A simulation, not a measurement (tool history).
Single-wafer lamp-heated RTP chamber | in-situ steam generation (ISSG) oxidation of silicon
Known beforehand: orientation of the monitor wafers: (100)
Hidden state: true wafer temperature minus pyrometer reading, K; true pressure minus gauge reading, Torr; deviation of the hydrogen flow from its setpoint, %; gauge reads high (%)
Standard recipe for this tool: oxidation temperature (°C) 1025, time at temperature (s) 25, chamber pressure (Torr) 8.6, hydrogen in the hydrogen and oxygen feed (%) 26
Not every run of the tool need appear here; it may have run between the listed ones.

| run | day | oxidation temperature (°C) | time at temperature (s) | chamber pressure (Torr) | hydrogen in the hydrogen and oxygen feed (%) | wafers since the last listed run | wafers since the last pyrometer calibration | hours since the pressure gauge was zeroed | hours since the hydrogen flow controller was replaced | hours since the gauge calibration | read-back reference wafer on the same gauge, thickness | oxide thickness on the monitor wafer (nm) |
|---|---|---|---|---|---|---|---|---|---|---|---|---|
| 1 | 0 | 1025 | 25 | 8.6 | 26 | 0 | 1256 | 2326.6 | 6218 | 403.1 | 6.437 | 7.35 |
| 2 | 1.358 | 1025 | 25 | 8.6 | 26 | 384 | 1640 | 2359.2 | 6250.6 | 435.7 | 6.434 | 7.417 |
| 3 | 1.871 | 1025 | 25 | 8.6 | 26 | 144 | 1785 | 2371.5 | 6262.9 | 448 | 6.429 | 7.422 |
| 4 | 3.212 | 1025 | 25 | 8.2 | 26 | 379 | 2165 | 2403.7 | 6295.1 | 480.2 | 6.441 | 7.4 |
|  | 4.067 | pressure gauge zeroed |
| 5 | 4.242 | 1025 | 25 | 8.2 | 26 | 196 | 2362 | 4.2 | 6319.8 | 504.9 | 6.445 | 7.478 |
| 6 | 5.612 | 1025 | 25 | 8.6 | 26 | 387 | 2750 | 37.1 | 6352.7 | 537.8 | 6.447 | 7.448 |
| 7 | 6.825 | 1025 | 25 | 8.6 | 26 | 342 | 3093 | 66.2 | 6381.8 | 566.9 | 6.446 | 7.436 |
| 8 | 7.892 | 1025 | 25 | 8.6 | 26 | 301 | 3394 | 91.8 | 6407.4 | 592.5 | 6.453 | 7.54 |
| 9 | 8.708 | 1045 | 25 | 10 | 32 | 231 | 3625 | 111.4 | 6427 | 612.1 | 6.443 | 8.497 |
| 10 | 10.088 | 1025 | 25 | 8.6 | 26 | 390 | 4015 | 144.5 | 6460.1 | 645.2 | 6.465 | 7.469 |
| 11 | 11.338 | 1025 | 25 | 8.6 | 26 | 353 | 4369 | 174.5 | 6490.1 | 675.2 | 6.455 | 7.505 |
| 12 | 12.096 | 1015 | 33 | 8.6 | 32 | 214 | 4583 | 192.7 | 6508.3 | 693.4 | 6.449 | 8.691 |
| 13 | 13.188 | 1036 | 30 | 9.1 | 26 | 308 | 4892 | 218.9 | 6534.5 | 719.6 | 6.459 | 8.697 |
| 14 | 13.7 | 1017 | 28 | 9.2 | 26 | 144 | 5037 | 231.2 | 6546.8 | 731.9 | 6.455 | 7.571 |
| 15 | 15.288 | 1013 | 35 | 9.7 | 20 | 449 | 5486 | 269.3 | 6584.9 | 770 | 6.447 | 7.789 |
| 16 | 16.538 | 1025 | 25 | 8.6 | 26 | 353 | 5840 | 299.3 | 6614.9 | 800 | 6.442 | 7.477 |
| 17 | 17.8 | 1025 | 25 | 8.6 | 26 | 357 | 6197 | 329.6 | 6645.2 | 830.3 | 6.453 | 7.549 |
|  | 18.567 | hydrogen flow controller replaced |
| 18 | 18.85 | 1025 | 25 | 8.6 | 26 | 202 | 6400 | 354.8 | 6.8 | 855.5 | 6.45 | 7.562 |
| 19 | 20.154 | 1025 | 25 | 8.6 | 26 | 368 | 6769 | 386.1 | 38.1 | 886.8 | 6.458 | 7.475 |
| 20 | 20.658 | 1025 | 16 | 9.5 | 22 | 142 | 6911 | 398.2 | 50.2 | 898.9 | 6.464 | 5.735 |
| 21 | 21.242 | 1025 | 25 | 8.6 | 22 | 165 | 7076 | 412.2 | 64.2 | 912.9 | 6.46 | 7.208 |
|  | 21.458 | gauge calibrated |
|  | 21.654 | pyrometer window cleaned and pyrometer calibrated |
| 22 | 22.254 | 1043 | 32 | 7.6 | 22 | 192 | 169 | 436.5 | 88.5 | 19.1 | 6.447 | 8.854 |

Expected results for the next run?
| 23 | 23.704 | 1025 | 25 | 8 | 23 | 410 | 579 | 471.3 | 123.3 | 53.9 | ? | ? |

read-back reference wafer on the same gauge, thickness: 6.45
oxide thickness on the monitor wafer (nm): 7.125
On a tool with no hidden condition, and with the same random variation, this run would have come out at oxide thickness on the monitor wafer (nm) 7.071.

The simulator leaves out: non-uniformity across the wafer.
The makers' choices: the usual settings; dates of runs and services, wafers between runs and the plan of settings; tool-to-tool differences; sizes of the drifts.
